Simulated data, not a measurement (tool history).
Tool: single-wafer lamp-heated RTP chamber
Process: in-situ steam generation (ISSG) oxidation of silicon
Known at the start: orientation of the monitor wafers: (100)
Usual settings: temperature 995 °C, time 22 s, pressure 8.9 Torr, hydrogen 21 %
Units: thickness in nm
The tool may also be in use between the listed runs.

| run | hour | temperature | time | pressure | hydrogen | read-back reference wafer on the same gauge, thickness | thickness |
|---|---|---|---|---|---|---|---|
| 1 | 0.0 | 995 | 26 | 8.9 | 21 | 4.663 | 6.104 |
| 2 | 37.2 | 995 | 26 | 8.9 | 21 | 4.659 | 6.128 |
| 3 | 73.2 | 1008 | 19 | 8.9 | 21 | 4.661 | 5.573 |
|  | 96.1 | pyrometer window cleaned and pyrometer calibrated |
| 4 | 129.7 | 1008 | 19 | 8.9 | 21 | 4.661 | 5.578 |
| 5 | 192.9 | 1008 | 19 | 8.9 | 21 | 4.659 | 5.548 |
| 6 | 230.9 | 995 | 22 | 8.9 | 21 | 4.660 | 5.662 |
| 7 | 286.7 | 980 | 22 | 8.9 | 21 | 4.657 | 5.342 |
| 8 | 354.8 | 995 | 22 | 8.9 | 21 | 4.658 | 5.641 |
| 9 | 425.5 | 995 | 22 | 8.9 | 21 | 4.660 | 5.628 |
| 10 | 490.7 | 1005 | 22 | 8.9 | 21 | 4.660 | 5.895 |
| 11 | 547.8 | 981 | 22 | 8.9 | 21 | 4.660 | 5.349 |
| 12 | 606.2 | 981 | 22 | 8.9 | 21 | 4.664 | 5.343 |
|  | 709.3 | pyrometer window cleaned and pyrometer calibrated |
|  | 718.0 | hydrogen flow controller replaced |
| 13 | 743.5 | 981 | 22 | 8.9 | 21 | 4.662 | 5.355 |
| 14 | 775.0 | 995 | 22 | 8.9 | 21 | 4.662 | 5.645 |
| 15 | 808.4 | 995 | 14 | 8.9 | 21 | 4.659 | 4.607 |
|  | 864.1 | pressure gauge zeroed |
| 16 | 870.1 | 995 | 22 | 8.9 | 21 | 4.657 | 5.631 |
| 17 | 927.0 | 995 | 22 | 9.4 | 13 | 4.656 | 5.080 |
|  | 951.6 | gauge calibrated |
| 18 | 956.6 | 995 | 28 | 8.9 | 15 | 4.658 | 5.887 |
| 19 | 1027.9 | 995 | 22 | 8.9 | 21 | 4.662 | 5.676 |
| 20 | 1076.0 | 980 | 22 | 8.1 | 26 | 4.659 | 5.659 |
| 21 | 1130.6 | 995 | 22 | 8.9 | 21 | 4.665 | 5.649 |
| 22 | 1155.9 | 995 | 22 | 9.4 | 13 | 4.661 | 5.078 |
| 23 | 1223.3 | 1008 | 22 | 8.9 | 28 | 4.665 | 6.412 |
| 24 | 1284.5 | 979 | 22 | 8.9 | 13 | 4.659 | 4.802 |
| 25 | 1342.3 | 995 | 15 | 8.9 | 21 | 4.656 | 4.760 |
|  | 1368.2 | pyrometer window cleaned and pyrometer calibrated |
| 26 | 1368.7 | 995 | 28 | 9.4 | 27 | 4.658 | 6.642 |
| 27 | 1429.6 | 995 | 22 | 8.9 | 21 | 4.655 | 5.640 |
| 28 | 1467.2 | 990 | 22 | 7.5 | 18 | 4.662 | 5.374 |
| 29 | 1638.7 | 995 | 22 | 8.9 | 13 | 4.667 | 5.114 |
| 30 | 1672.3 | 995 | 22 | 8.9 | 21 | 4.659 | 5.659 |
| 31 | 1729.9 | 978 | 18 | 8.0 | 21 | 4.661 | 4.869 |

What the log doesn't show, run by run:
true wafer temperature minus pyrometer reading, K: 0 in every run
true pressure minus gauge reading, Torr: 0 in every run
deviation of the hydrogen flow from its setpoint, %: 0 in every run
gauge reads high (%): 0 in every run

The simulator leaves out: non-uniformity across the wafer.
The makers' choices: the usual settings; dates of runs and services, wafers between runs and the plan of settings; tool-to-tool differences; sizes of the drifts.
